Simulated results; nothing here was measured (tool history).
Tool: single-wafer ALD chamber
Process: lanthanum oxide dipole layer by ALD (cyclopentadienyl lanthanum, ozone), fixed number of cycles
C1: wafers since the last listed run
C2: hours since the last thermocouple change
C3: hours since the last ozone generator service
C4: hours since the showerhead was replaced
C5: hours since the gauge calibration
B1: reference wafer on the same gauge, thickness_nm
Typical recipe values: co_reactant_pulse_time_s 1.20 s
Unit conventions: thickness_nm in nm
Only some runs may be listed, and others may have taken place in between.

{"run": 1, "hour": 0.0, "co_reactant_pulse_time_s": 1.2, "C1": 0, "C2": 108.0, "C3": 45.7, "C4": 4873.3, "C5": 1098.6, "B1": 0.465, "thickness_nm": 0.537}
{"run": 2, "hour": 93.5, "co_reactant_pulse_time_s": 1.2, "C1": 2224, "C2": 201.5, "C3": 139.2, "C4": 4966.8, "C5": 1192.1, "B1": 0.464, "thickness_nm": 0.539}
{"run": 3, "hour": 191.0, "co_reactant_pulse_time_s": 1.2, "C1": 2319, "C2": 299.0, "C3": 236.7, "C4": 5064.3, "C5": 1289.6, "B1": 0.465, "thickness_nm": 0.537}
{"run": 4, "hour": 245.1, "co_reactant_pulse_time_s": 1.2, "C1": 1287, "C2": 353.1, "C3": 290.8, "C4": 5118.4, "C5": 1343.7, "B1": 0.464, "thickness_nm": 0.53}
{"run": 5, "hour": 326.6, "co_reactant_pulse_time_s": 1.37, "C1": 1939, "C2": 434.6, "C3": 372.3, "C4": 5199.9, "C5": 1425.2, "B1": 0.466, "thickness_nm": 0.557}
{"hour": 352.7, "done": "gauge calibrated"}
{"run": 6, "hour": 378.1, "co_reactant_pulse_time_s": 1.37, "C1": 1225, "C2": 486.1, "C3": 423.8, "C4": 5251.4, "C5": 25.4, "B1": 0.465, "thickness_nm": 0.554}
{"run": 7, "hour": 436.1, "co_reactant_pulse_time_s": 1.37, "C1": 1380, "C2": 544.1, "C3": 481.8, "C4": 5309.4, "C5": 83.4, "B1": 0.465, "thickness_nm": 0.549}
{"hour": 483.5, "done": "ozone generator serviced"}
{"run": 8, "hour": 491.6, "co_reactant_pulse_time_s": 1.2, "C1": 1130, "C2": 599.6, "C3": 8.1, "C4": 5364.9, "C5": 138.9, "B1": 0.466, "thickness_nm": 0.539}
{"run": 9, "hour": 595.9, "co_reactant_pulse_time_s": 1.2, "C1": 2481, "C2": 703.9, "C3": 112.4, "C4": 5469.2, "C5": 243.2, "B1": 0.465, "thickness_nm": 0.536}
{"run": 10, "hour": 635.8, "co_reactant_pulse_time_s": 1.2, "C1": 949, "C2": 743.8, "C3": 152.3, "C4": 5509.1, "C5": 283.1, "B1": 0.464, "thickness_nm": 0.539}
{"run": 11, "hour": 708.5, "co_reactant_pulse_time_s": 1.2, "C1": 1729, "C2": 816.5, "C3": 225.0, "C4": 5581.8, "C5": 355.8, "B1": 0.465, "thickness_nm": 0.532}
{"run": 12, "hour": 790.9, "co_reactant_pulse_time_s": 1.2, "C1": 1960, "C2": 898.9, "C3": 307.4, "C4": 5664.2, "C5": 438.2, "B1": 0.464, "thickness_nm": 0.537}
{"run": 13, "hour": 843.4, "co_reactant_pulse_time_s": 1.2, "C1": 1249, "C2": 951.4, "C3": 359.9, "C4": 5716.7, "C5": 490.7, "B1": 0.465, "thickness_nm": 0.533}
{"hour": 884.3, "done": "showerhead replaced"}
{"run": 14, "hour": 948.1, "co_reactant_pulse_time_s": 1.2, "C1": 2300, "C2": 1056.1, "C3": 464.6, "C4": 63.8, "C5": 595.4, "B1": 0.465, "thickness_nm": 0.528}

Run 15 is up next; what results do you expect?
{"hour": 961.6, "done": "ozone generator serviced"}
{"run": 15, "hour": 1096.9, "co_reactant_pulse_time_s": 1.38, "C1": 3350, "C2": 1204.9, "C3": 135.3, "C4": 212.6, "C5": 744.2, "B1": "?", "thickness_nm": "?"}

{"run 15": {"B1": 0.466, "thickness_nm": 0.566}}
Had the tool carried no hidden state, the very same run would have given thickness_nm 0.568 nm.
